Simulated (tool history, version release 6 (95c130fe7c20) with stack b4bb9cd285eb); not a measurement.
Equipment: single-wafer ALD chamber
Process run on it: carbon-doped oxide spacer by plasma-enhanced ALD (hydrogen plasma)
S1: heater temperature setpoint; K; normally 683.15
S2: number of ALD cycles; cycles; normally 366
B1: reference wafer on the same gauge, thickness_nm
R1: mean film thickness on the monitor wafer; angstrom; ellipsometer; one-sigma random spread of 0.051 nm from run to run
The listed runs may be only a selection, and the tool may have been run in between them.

Run 1, day 0.000: usual settings; B1 17.898. Result: R1 166.83 angstrom.
At day 1.271: gauge calibrated.
Run 2, day 2.896: usual settings; B1 17.901. Result: R1 166.55 angstrom.
Run 3, day 6.429: usual settings but S1 677.15 K, S2 313 cycles; B1 17.895. Result: R1 144.92 angstrom.
Run 4, day 8.879: usual settings but S2 333 cycles; B1 17.905. Result: R1 150.90 angstrom.
Run 5, day 12.288: usual settings but S1 694.15 K, S2 405 cycles; B1 17.905. Result: R1 178.76 angstrom.
Run 6, day 14.933: usual settings; B1 17.907. Result: R1 167.26 angstrom.
Run 7, day 18.071: usual settings but S1 695.15 K, S2 417 cycles; B1 17.904. Result: R1 184.04 angstrom.
Run 8, day 20.262: usual settings; B1 17.905. Result: R1 167.15 angstrom.
Run 9, day 21.871: usual settings but S2 383 cycles; B1 17.901. Result: R1 174.95 angstrom.
Run 10, day 24.617: usual settings; B1 17.910. Result: R1 166.97 angstrom.
Run 11, day 27.850: usual settings; B1 17.895. Result: R1 166.56 angstrom.
Run 12, day 34.483: usual settings; B1 17.898. Result: R1 167.59 angstrom.
Run 13, day 38.350: usual settings but S1 689.15 K; B1 17.896. Result: R1 163.92 angstrom.
Run 14, day 40.042: usual settings but S1 676.15 K; B1 17.907. Result: R1 170.16 angstrom.
Run 15, day 41.633: usual settings; B1 17.904. Result: R1 167.00 angstrom.
Run 16, day 44.383: usual settings but S2 412 cycles; B1 17.892. Result: R1 188.87 angstrom.
Run 17, day 47.142: usual settings but S1 698.15 K; B1 17.898. Result: R1 159.55 angstrom.
Run 18, day 49.996: usual settings but S2 410 cycles; B1 17.896. Result: R1 188.50 angstrom.
Run 19, day 51.496: usual settings; B1 17.894. Result: R1 168.10 angstrom.
At day 51.921: thermocouple changed; heater temperature recalibrated.
Run 20, day 54.488: usual settings but S1 678.15 K, S2 347 cycles; B1 17.910. Result: R1 159.90 angstrom.
At day 57.383: gauge calibrated.
Run 21, day 66.108: usual settings; B1 17.906. Result: R1 166.52 angstrom.
Run 22, day 67.725: usual settings; B1 17.900. Result: R1 167.20 angstrom.
Run 23, day 70.212: usual settings but S1 694.15 K; B1 17.905. Result: R1 162.38 angstrom.
Run 24, day 73.783: usual settings; B1 17.897. Result: R1 167.30 angstrom.
Run 25, day 76.412: usual settings but S1 691.15 K, S2 437 cycles; B1 17.895. Result: R1 194.50 angstrom.
Run 26, day 79.604: usual settings but S1 673.15 K; B1 17.908. Result: R1 170.79 angstrom.

Predict the results of run 27:
Run 27, day 83.121: usual settings but S1 674.15 K; B1 ?. Result: R1 ?.

B1: 17.907
R1: 169.70 angstrom
Had the tool carried no hidden state, the very same run would have given R1 169.16 angstrom.
